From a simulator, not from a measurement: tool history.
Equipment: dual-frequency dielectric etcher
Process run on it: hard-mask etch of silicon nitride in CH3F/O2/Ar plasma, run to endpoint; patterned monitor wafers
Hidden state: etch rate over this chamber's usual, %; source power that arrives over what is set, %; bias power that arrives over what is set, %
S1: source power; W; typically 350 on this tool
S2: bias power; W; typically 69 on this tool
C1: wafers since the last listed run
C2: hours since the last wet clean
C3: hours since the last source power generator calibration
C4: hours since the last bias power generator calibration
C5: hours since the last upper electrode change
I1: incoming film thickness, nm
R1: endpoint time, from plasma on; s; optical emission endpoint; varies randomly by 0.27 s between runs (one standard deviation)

run,hour,S1,S2,C1,C2,C3,C4,C5,I1,R1
1,0.0,350,69,0,113.5,912.7,903.9,1955.8,29.20,41.4
2,70.7,350,69,495,184.2,983.4,974.6,2026.5,29.08,40.4
3,119.3,350,69,340,232.8,1032.0,1023.2,2075.1,29.42,40.6
4,214.4,350,69,665,327.9,1127.1,1118.3,2170.2,29.04,39.8
5,320.1,310,69,740,433.6,1232.8,1224.0,2275.9,29.10,40.9
# hour 355.7: wet clean of the chamber
6,533.9,350,69,1329,178.2,1446.6,1437.8,2489.7,29.38,40.9
7,649.5,350,69,809,293.8,1562.2,1553.4,2605.3,29.21,40.0
8,693.4,350,69,307,337.7,1606.1,1597.3,2649.2,29.18,40.3
9,746.2,290,69,369,390.5,1658.9,1650.1,2702.0,29.59,42.2
# hour 827.9: bias power generator calibrated
# hour 836.6: wet clean of the chamber
10,942.1,290,69,1282,105.5,1854.8,114.2,2897.9,29.38,44.0
# hour 1051.6: upper electrode replaced
11,1052.1,350,74,602,215.5,1964.8,224.2,0.5,29.22,40.3
12,1123.7,350,74,501,287.1,2036.4,295.8,72.1,29.54,40.6
13,1186.8,290,76,441,350.2,2099.5,358.9,135.2,29.57,41.9
# hour 1249.0: wet clean of the chamber
14,1284.6,400,55,516,35.6,2197.3,456.7,233.0,29.01,41.6
15,1389.2,420,78,732,140.2,2301.9,561.3,337.6,29.19,37.6
16,1430.0,280,60,285,181.0,2342.7,602.1,378.4,29.30,44.9
17,1467.7,400,64,263,218.7,2380.4,639.8,416.1,29.36,39.6
18,1574.7,390,60,749,325.7,2487.4,746.8,523.1,29.40,39.6
# hour 1588.3: source power generator calibrated
# hour 1633.0: wet clean of the chamber
19,1633.5,400,55,215,0.5,45.2,805.6,581.9,29.40,42.9
20,1723.1,350,69,627,90.1,134.8,895.2,671.5,29.25,41.6
21,1806.6,420,61,584,173.6,218.3,978.7,755.0,29.36,39.4
22,1878.9,280,57,506,245.9,290.6,1051.0,827.3,29.34,45.3
23,1934.5,350,69,389,301.5,346.2,1106.6,882.9,29.51,40.5
# hour 2022.8: wet clean of the chamber
24,2023.3,350,69,453,0.5,435.0,1195.4,971.7,29.57,41.9

Each row is a separate what-if for the run after 24, all from the same tool condition, not one after another. Results?
A,2023.7,280,69,2,0.9,435.4,1195.8,972.1,29.58,?
B,2023.7,350,75,2,0.9,435.4,1195.8,972.1,29.58,?
C,2023.7,420,69,2,0.9,435.4,1195.8,972.1,29.58,?

run,R1
A,44.6
B,41.2
C,39.8
Take away the tool's hidden state, keep each run's random variation, and the runs would have read:
run,R1
A,44.7
B,41.3
C,39.9
